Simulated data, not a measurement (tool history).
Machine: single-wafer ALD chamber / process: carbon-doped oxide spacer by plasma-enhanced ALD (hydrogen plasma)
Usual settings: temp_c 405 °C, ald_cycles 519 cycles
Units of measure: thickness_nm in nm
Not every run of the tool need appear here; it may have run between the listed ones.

run	day	temp_c	ald_cycles	read-back reference wafer on the same gauge, thickness_nm	thickness_nm
1	0.000	405	519	25.103	24.898
2	1.738	405	519	25.101	24.896
3	3.325	405	519	25.082	24.822
4	5.479	405	519	25.115	25.013
5	7.883	398	547	25.111	26.718
6	9.596	396	519	25.100	25.389
7	11.617	396	519	25.098	25.447
8	14.592	396	519	25.093	25.464
9	17.358	405	519	25.115	24.799
# day 18.067: thermocouple changed; heater temperature recalibrated
10	19.654	405	519	25.107	25.128
11	22.408	405	519	25.086	25.079
12	23.542	405	519	25.092	25.145
13	26.421	405	563	25.104	27.110
14	27.696	414	519	25.097	24.408
# day 29.129: gauge calibrated
15	29.296	412	463	25.106	21.902
16	30.692	405	588	25.105	28.490
17	32.971	405	519	25.077	24.990
18	34.371	399	565	25.122	27.744
19	35.921	419	423	25.101	19.640
20	39.983	405	519	25.098	24.961

Branching from run 20: 4 alternative next runs. What would each branch give?
A	40.033	397	519	?	?
B	40.033	401	430	?	?
C	40.033	393	556	?	?
D	40.033	400	566	?	?

run	read-back reference wafer on the same gauge, thickness_nm	thickness_nm
A	25.111	25.575
B	25.111	20.966
C	25.111	27.433
D	25.111	27.670
Had the tool no hidden state, the same runs would have come out as:
run	thickness_nm
A	25.607
B	21.122
C	27.433
D	27.876
